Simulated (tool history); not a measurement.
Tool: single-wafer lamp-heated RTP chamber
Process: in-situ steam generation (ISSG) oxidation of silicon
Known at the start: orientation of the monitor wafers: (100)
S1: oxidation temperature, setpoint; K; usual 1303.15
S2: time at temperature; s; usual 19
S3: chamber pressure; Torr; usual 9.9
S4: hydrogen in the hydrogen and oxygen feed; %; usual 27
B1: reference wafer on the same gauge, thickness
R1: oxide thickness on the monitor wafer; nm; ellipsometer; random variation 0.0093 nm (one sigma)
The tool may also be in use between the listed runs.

run,hour,S1,S2,S3,S4,B1,R1
1,0.0,1303.15,19,9.9,27,5.812,6.211
2,14.8,1303.15,19,9.9,27,5.814,6.227
3,25.5,1303.15,19,9.9,27,5.811,6.224
4,38.1,1303.15,19,9.9,27,5.810,6.262
5,51.5,1303.15,19,9.9,27,5.808,6.287
6,63.5,1303.15,24,9.9,27,5.807,7.057
7,74.0,1303.15,24,9.9,27,5.808,7.077
# hour 86.9: pyrometer window cleaned and pyrometer calibrated
8,91.6,1303.15,19,9.9,27,5.809,6.208
9,107.9,1303.15,19,9.9,27,5.809,6.237
# hour 120.6: hydrogen flow controller replaced
10,123.9,1303.15,19,9.9,27,5.810,6.272
11,130.1,1315.15,19,9.9,27,5.810,6.649
# hour 135.6: gauge calibrated
# hour 145.3: pressure gauge zeroed
12,145.8,1293.15,19,10.2,27,5.808,5.943
13,154.8,1303.15,19,9.9,27,5.810,6.289
14,167.3,1291.15,19,10.2,27,5.807,5.906
15,179.3,1303.15,19,9.9,27,5.808,6.316
# hour 187.4: pyrometer window cleaned and pyrometer calibrated
16,188.8,1303.15,19,9.9,27,5.806,6.197
17,198.7,1294.15,19,9.5,20,5.812,5.600
18,214.5,1303.15,22,10.2,24,5.810,6.473
19,230.5,1303.15,19,10.2,18,5.811,5.684
20,244.0,1314.15,24,9.3,18,5.814,6.907
# hour 275.4: pyrometer window cleaned and pyrometer calibrated
21,285.4,1297.15,19,9.2,27,5.810,6.120
22,296.7,1303.15,24,9.9,27,5.810,7.008
# hour 298.0: gauge calibrated
23,309.2,1310.15,16,9.9,27,5.810,5.935

Forecast each of these 5 alternatives for the next run:
A,309.6,1303.15,19,9.9,27,?,?
B,309.6,1288.15,19,10.2,22,?,?
C,309.6,1292.15,26,9.4,32,?,?
D,309.6,1309.15,19,9.9,32,?,?
E,309.6,1303.15,19,8.7,27,?,?

run,B1,R1
A,5.813,6.256
B,5.813,5.541
C,5.813,7.274
D,5.813,6.699
E,5.813,6.391
Without the tool's hidden state the same runs would have given:
run,R1
A,6.211
B,5.505
C,7.221
D,6.650
E,6.345
